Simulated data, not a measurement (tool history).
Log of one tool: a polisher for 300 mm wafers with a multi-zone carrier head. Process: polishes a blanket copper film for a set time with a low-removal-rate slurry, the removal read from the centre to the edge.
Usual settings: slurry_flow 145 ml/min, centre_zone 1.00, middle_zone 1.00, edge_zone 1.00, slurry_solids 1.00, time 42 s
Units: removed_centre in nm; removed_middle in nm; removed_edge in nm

run,hour,slurry_flow,centre_zone,middle_zone,edge_zone,slurry_solids,time,wafers since the last listed run,wafers polished on this pad,hours since the slurry nozzle was cleaned,hours since the centre zone pressure was calibrated,hours since the edge zone pressure was calibrated,hours since the carrier head's membrane was replaced,"incoming thickness of the incoming film, nm",removed_centre,removed_middle,removed_edge
1,0.0,145,1.00,1.00,1.00,1.00,42,0,766,193.6,156.5,92.3,384.4,753.5,120.0,125.3,120.9
# hour 117.8: slurry nozzle cleaned
# hour 255.8: worn pad replaced by a new one
2,294.7,145,1.00,1.00,1.00,1.00,42,3726,500,176.9,451.2,387.0,679.1,778.7,120.4,123.4,120.7
3,402.6,145,1.00,1.00,1.00,1.00,42,1387,1888,284.8,559.1,494.9,787.0,776.9,112.9,116.3,117.3
# hour 426.6: slurry nozzle cleaned
# hour 493.0: carrier head's membrane replaced by a new one
4,500.6,145,0.95,1.00,1.00,1.00,42,1183,3071,74.0,657.1,592.9,7.6,775.7,118.8,127.5,124.4
# hour 523.9: edge zone pressure recalibrated
5,564.2,145,0.95,1.00,1.00,1.00,42,792,3864,137.6,720.7,40.3,71.2,773.9,113.2,122.0,122.6
6,624.5,145,1.00,1.00,1.00,1.00,42,775,4639,197.9,781.0,100.6,131.5,767.4,118.4,126.7,120.8
# hour 651.2: worn pad replaced by a new one
# hour 674.2: centre zone pressure recalibrated
7,679.4,145,1.00,1.00,1.00,1.00,42,629,337,252.8,5.2,155.5,186.4,771.6,119.4,117.4,118.9
8,774.5,145,1.00,1.00,1.00,1.10,42,1223,1560,347.9,100.3,250.6,281.5,769.9,112.6,120.5,117.7
# hour 789.0: slurry nozzle cleaned
9,859.3,145,1.00,1.00,1.00,1.10,42,1077,2638,70.3,185.1,335.4,366.3,767.7,124.8,129.0,126.2
10,918.3,145,1.00,1.00,1.00,0.85,42,758,3397,129.3,244.1,394.4,425.3,766.5,117.0,122.9,117.4
# hour 962.3: worn pad replaced by a new one
11,988.4,145,1.00,1.00,1.00,1.20,42,850,335,199.4,314.2,464.5,495.4,772.0,123.8,129.5,125.4
12,1077.3,185,0.93,1.00,1.00,1.00,42,1143,1478,288.3,403.1,553.4,584.3,763.7,114.8,125.4,125.4
13,1161.9,100,0.90,1.00,1.00,1.00,35,1088,2567,372.9,487.7,638.0,668.9,755.6,65.8,79.8,86.2
# hour 1171.8: slurry nozzle cleaned
# hour 1184.6: edge zone pressure recalibrated
14,1231.2,145,1.00,1.00,1.00,1.00,42,852,3419,59.4,557.0,46.6,738.2,769.8,124.0,131.9,124.2
15,1278.2,145,1.00,1.00,0.96,1.00,38,604,4024,106.4,604.0,93.6,785.2,765.6,111.6,114.5,110.3
# hour 1286.5: worn pad replaced by a new one
# hour 1376.9: centre zone pressure recalibrated
# hour 1382.7: carrier head's membrane replaced by a new one
16,1383.2,145,1.00,1.00,1.00,0.75,42,1209,1154,211.4,6.3,198.6,0.5,758.5,112.2,117.5,112.9
17,1453.8,145,0.92,0.89,1.00,1.00,42,908,2062,282.0,76.9,269.2,71.1,765.0,106.6,108.4,119.7
# hour 1481.7: slurry nozzle cleaned
18,1516.6,145,1.00,1.00,1.00,1.00,42,794,2857,34.9,139.7,332.0,133.9,761.8,124.3,132.0,123.8
19,1610.0,145,1.00,1.05,1.00,0.75,42,1201,4058,128.3,233.1,425.4,227.3,768.8,114.7,122.5,113.6
# hour 1690.7: worn pad replaced by a new one
# hour 1706.3: edge zone pressure recalibrated
20,1711.7,175,1.00,1.00,0.97,1.00,47,1231,244,230.0,334.8,5.4,329.0,765.1,137.3,141.0,135.1
21,1814.4,145,1.00,1.00,1.11,0.85,42,1321,1565,332.7,437.5,108.1,431.7,764.1,104.8,111.4,118.2

Forecast each of these 4 alternatives for the next run:
A,1814.8,145,1.00,1.00,0.89,1.00,42,5,1571,333.1,437.9,108.5,432.1,759.8,?,?,?
B,1814.8,145,1.00,1.00,1.11,1.00,42,5,1571,333.1,437.9,108.5,432.1,759.8,?,?,?
C,1814.8,185,0.89,0.97,1.00,0.80,42,5,1571,333.1,437.9,108.5,432.1,759.8,?,?,?
D,1814.8,185,1.00,1.00,1.00,1.00,42,5,1571,333.1,437.9,108.5,432.1,759.8,?,?,?

run,removed_centre,removed_middle,removed_edge
A,108.3,115.4,108.7
B,108.3,115.4,120.9
C,99.7,115.3,114.8
D,118.1,124.4,120.8
Without the tool's hidden state the same runs would have given:
run,removed_centre,removed_middle,removed_edge
A,125.8,131.6,118.9
B,125.8,131.5,132.3
C,111.9,127.6,123.5
D,132.5,137.8,129.9
